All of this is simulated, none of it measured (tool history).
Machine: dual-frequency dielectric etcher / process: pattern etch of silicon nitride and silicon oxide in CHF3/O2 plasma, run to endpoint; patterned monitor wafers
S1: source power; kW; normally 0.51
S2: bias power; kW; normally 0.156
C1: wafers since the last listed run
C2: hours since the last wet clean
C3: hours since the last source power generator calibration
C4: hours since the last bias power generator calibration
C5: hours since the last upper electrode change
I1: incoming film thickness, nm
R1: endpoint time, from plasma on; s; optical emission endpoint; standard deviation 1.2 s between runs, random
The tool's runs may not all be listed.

run 1 hour=0 | S1=0.51 S2=0.156 | C1=0 C2=276.5 C3=1098.7 C4=2665.2 C5=1511.8 | I1=215.8 | R1=181.4
run 2 hour=34.3 | S1=0.51 S2=0.156 | C1=233 C2=310.8 C3=1133 C4=2699.5 C5=1546.1 | I1=215.7 | R1=183.5
run 3 hour=95 | S1=0.51 S2=0.156 | C1=412 C2=371.5 C3=1193.7 C4=2760.2 C5=1606.8 | I1=217.4 | R1=187.9
run 4 hour=119.3 | S1=0.51 S2=0.187 | C1=165 C2=395.8 C3=1218 C4=2784.5 C5=1631.1 | I1=218.2 | R1=172.9
run 5 hour=183.9 | S1=0.51 S2=0.187 | C1=439 C2=460.4 C3=1282.6 C4=2849.1 C5=1695.7 | I1=217.1 | R1=170.5
run 6 hour=216.3 | S1=0.51 S2=0.147 | C1=220 C2=492.8 C3=1315 C4=2881.5 C5=1728.1 | I1=218.1 | R1=193.8
run 7 hour=262.7 | S1=0.51 S2=0.147 | C1=315 C2=539.2 C3=1361.4 C4=2927.9 C5=1774.5 | I1=216.9 | R1=192.8
-- hour=310.6 bias power generator calibrated
run 8 hour=317.5 | S1=0.51 S2=0.147 | C1=345 C2=594 C3=1416.2 C4=6.9 C5=1829.3 | I1=215.4 | R1=191.9
run 9 hour=357.1 | S1=0.51 S2=0.156 | C1=269 C2=633.6 C3=1455.8 C4=46.5 C5=1868.9 | I1=218.6 | R1=190.8
-- hour=393.8 wet clean of the chamber
run 10 hour=398.1 | S1=0.51 S2=0.147 | C1=115 C2=4.3 C3=1496.8 C4=87.5 C5=1909.9 | I1=219.1 | R1=187.4
run 11 hour=452.1 | S1=0.51 S2=0.187 | C1=367 C2=58.3 C3=1550.8 C4=141.5 C5=1963.9 | I1=220.6 | R1=172.5
-- hour=473.8 source power generator calibrated
run 12 hour=503.8 | S1=0.51 S2=0.178 | C1=324 C2=110 C3=30 C4=193.2 C5=2015.6 | I1=219.5 | R1=177.1
run 13 hour=542.3 | S1=0.38 S2=0.185 | C1=261 C2=148.5 C3=68.5 C4=231.7 C5=2054.1 | I1=218.7 | R1=192.1
-- hour=592.3 upper electrode replaced
run 14 hour=592.8 | S1=0.59 S2=0.178 | C1=180 C2=199 C3=119 C4=282.2 C5=0.5 | I1=218.7 | R1=166.5
run 15 hour=620.3 | S1=0.64 S2=0.171 | C1=186 C2=226.5 C3=146.5 C4=309.7 C5=28 | I1=216 | R1=162.9
run 16 hour=672.6 | S1=0.51 S2=0.168 | C1=355 C2=278.8 C3=198.8 C4=362 C5=80.3 | I1=218.7 | R1=180.9
run 17 hour=737.9 | S1=0.42 S2=0.119 | C1=443 C2=344.1 C3=264.1 C4=427.3 C5=145.6 | I1=218.1 | R1=224.8
run 18 hour=781.6 | S1=0.39 S2=0.156 | C1=297 C2=387.8 C3=307.8 C4=471 C5=189.3 | I1=217.8 | R1=210

Entry by entry between the runs, the difference in hidden state between the last listed run before and the first listed run after:
Logged between run 7 and run 8: bias power generator calibrated (hour 310.6)
  etch rate over this chamber's usual, %: -4.08 -> -4.55
  what was measured, less what the result would be without the hidden state, R1: +7.9 -> +8.8 s
Logged between run 9 and run 10: wet clean of the chamber (hour 393.8)
  etch rate over this chamber's usual, %: -4.89 -> -0.725
  what was measured, less what the result would be without the hidden state, R1: +9.3 -> +1.4 s
Logged between run 11 and run 12: source power generator calibrated (hour 473.8)
  etch rate over this chamber's usual, %: -1.19 -> -1.64
  what was measured, less what the result would be without the hidden state, R1: +2 -> +2.9 s
Logged between run 13 and run 14: upper electrode replaced (hour 592.3)
  etch rate over this chamber's usual, %: -1.97 -> -2.4
  what was measured, less what the result would be without the hidden state, R1: +3.8 -> +4 s
